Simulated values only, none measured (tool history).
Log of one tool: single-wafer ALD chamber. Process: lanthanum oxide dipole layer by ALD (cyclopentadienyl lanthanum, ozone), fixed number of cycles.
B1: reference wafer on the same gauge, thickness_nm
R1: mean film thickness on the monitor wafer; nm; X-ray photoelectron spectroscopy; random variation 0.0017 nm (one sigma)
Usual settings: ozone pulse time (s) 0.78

{"run": 1, "hour": 0.0, "ozone pulse time (s)": 0.78, "B1": 0.421, "R1": 0.401}
{"run": 2, "hour": 49.2, "ozone pulse time (s)": 0.78, "B1": 0.421, "R1": 0.397}
{"run": 3, "hour": 75.7, "ozone pulse time (s)": 0.78, "B1": 0.421, "R1": 0.4}
{"run": 4, "hour": 131.0, "ozone pulse time (s)": 0.78, "B1": 0.421, "R1": 0.4}
{"run": 5, "hour": 157.4, "ozone pulse time (s)": 0.78, "B1": 0.422, "R1": 0.397}
{"run": 6, "hour": 185.4, "ozone pulse time (s)": 0.78, "B1": 0.421, "R1": 0.401}
{"run": 7, "hour": 352.5, "ozone pulse time (s)": 0.78, "B1": 0.421, "R1": 0.397}
{"run": 8, "hour": 382.9, "ozone pulse time (s)": 0.78, "B1": 0.421, "R1": 0.398}
{"run": 9, "hour": 442.3, "ozone pulse time (s)": 0.78, "B1": 0.421, "R1": 0.398}
{"run": 10, "hour": 498.6, "ozone pulse time (s)": 0.78, "B1": 0.421, "R1": 0.399}
{"run": 11, "hour": 530.3, "ozone pulse time (s)": 0.78, "B1": 0.421, "R1": 0.4}
{"run": 12, "hour": 558.0, "ozone pulse time (s)": 0.78, "B1": 0.421, "R1": 0.4}
{"hour": 585.8, "done": "thermocouple changed; heater temperature recalibrated"}
{"run": 13, "hour": 602.9, "ozone pulse time (s)": 0.78, "B1": 0.421, "R1": 0.397}
{"hour": 604.9, "done": "gauge calibrated"}
{"run": 14, "hour": 672.3, "ozone pulse time (s)": 0.55, "B1": 0.421, "R1": 0.316}
{"run": 15, "hour": 741.1, "ozone pulse time (s)": 0.57, "B1": 0.421, "R1": 0.325}
{"run": 16, "hour": 768.7, "ozone pulse time (s)": 1.04, "B1": 0.421, "R1": 0.45}
{"run": 17, "hour": 813.2, "ozone pulse time (s)": 0.53, "B1": 0.421, "R1": 0.306}
{"hour": 864.1, "done": "ozone generator serviced"}
{"run": 18, "hour": 864.6, "ozone pulse time (s)": 0.78, "B1": 0.421, "R1": 0.399}
{"run": 19, "hour": 914.7, "ozone pulse time (s)": 0.63, "B1": 0.421, "R1": 0.351}
{"run": 20, "hour": 946.9, "ozone pulse time (s)": 0.61, "B1": 0.421, "R1": 0.342}
{"hour": 992.6, "done": "showerhead replaced"}
{"run": 21, "hour": 1139.8, "ozone pulse time (s)": 0.78, "B1": 0.42, "R1": 0.401}
{"run": 22, "hour": 1201.2, "ozone pulse time (s)": 0.78, "B1": 0.421, "R1": 0.398}
{"run": 23, "hour": 1266.9, "ozone pulse time (s)": 0.78, "B1": 0.421, "R1": 0.398}
{"run": 24, "hour": 1293.3, "ozone pulse time (s)": 0.47, "B1": 0.421, "R1": 0.275}
{"run": 25, "hour": 1346.0, "ozone pulse time (s)": 0.93, "B1": 0.421, "R1": 0.435}
{"run": 26, "hour": 1395.3, "ozone pulse time (s)": 0.58, "B1": 0.421, "R1": 0.33}
{"run": 27, "hour": 1438.1, "ozone pulse time (s)": 0.88, "B1": 0.421, "R1": 0.426}

The tool's hidden state at each run:
wafer temperature above the value expected at the setpoint (K): 0 in every run
ozone dose above that of a generator just serviced (%): 0 in every run
gauge reads high (%): 0 in every run
